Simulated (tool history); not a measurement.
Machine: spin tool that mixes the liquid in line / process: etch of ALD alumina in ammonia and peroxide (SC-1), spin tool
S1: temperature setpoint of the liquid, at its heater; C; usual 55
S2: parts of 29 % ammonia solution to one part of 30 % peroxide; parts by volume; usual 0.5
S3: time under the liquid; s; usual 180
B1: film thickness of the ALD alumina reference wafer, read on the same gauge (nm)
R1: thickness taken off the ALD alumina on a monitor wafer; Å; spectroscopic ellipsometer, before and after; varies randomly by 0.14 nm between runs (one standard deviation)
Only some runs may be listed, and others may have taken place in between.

run,day,S1,S2,S3,B1,R1
1,0,55,0.35,215,40,211.6
2,0.917,55,0.35,215,40.01,212.1
3,1.662,59.5,0.5,180,40.01,228.8
4,2.188,59.5,0.5,180,39.96,230.9
# day 2.617: ammonia flow meter replaced
5,2.796,59.5,0.5,180,39.94,229.9
6,3.958,47,0.5,180,40.02,117.7
7,5.246,55,0.5,180,39.96,183.8
# day 5.338: thermometer replaced
# day 5.617: new drum of ammonia solution connected
# day 5.888: heated supply line repaired
8,9.633,55,0.5,180,39.98,163.4
9,10.929,55,0.5,180,40.03,164.3
# day 11.367: gauge calibrated
10,11.65,55,0.5,180,39.98,163.5
11,12.929,49,0.5,180,39.97,117.7
12,14.292,46,0.7,260,39.99,149.7
13,15.525,48,0.7,230,40,147.6
14,16.688,58.5,0.4,70,39.95,74
15,17.4,55,0.5,110,40,100
# day 18.108: new drum of ammonia solution connected
16,18.2,62.5,0.5,280,39.97,378.3
17,19.667,55,0.5,115,40.01,103
# day 21.183: ammonia flow meter replaced
18,22.129,46,0.45,95,40.03,52.4
19,22.938,55,0.5,290,40.01,270
20,23.6,55,0.5,180,39.99,163.2
21,24.467,55,0.5,180,39.99,165.5
22,25.617,45,0.7,180,39.96,99.1
23,26.612,55,0.25,85,39.95,73.4
24,27.633,60.5,0.6,245,40.04,306.4
25,28.542,58,0.5,180,39.97,193.3

4 options for the next run, each taken on its own from the tool as it stands now. Forecast them:
A,28.562,55,0.25,180,?,?
B,28.562,55,0.7,105,?,?
C,28.562,58,0.6,280,?,?
D,28.562,59,0.55,180,?,?

run,B1,R1
A,40.01,157.7
B,40.01,101.4
C,40.01,311.6
D,40.01,209.2
With the hidden condition removed and each run's random variation left untouched, the same runs would have given:
run,R1
A,148.9
B,95.8
C,294.7
D,197.9

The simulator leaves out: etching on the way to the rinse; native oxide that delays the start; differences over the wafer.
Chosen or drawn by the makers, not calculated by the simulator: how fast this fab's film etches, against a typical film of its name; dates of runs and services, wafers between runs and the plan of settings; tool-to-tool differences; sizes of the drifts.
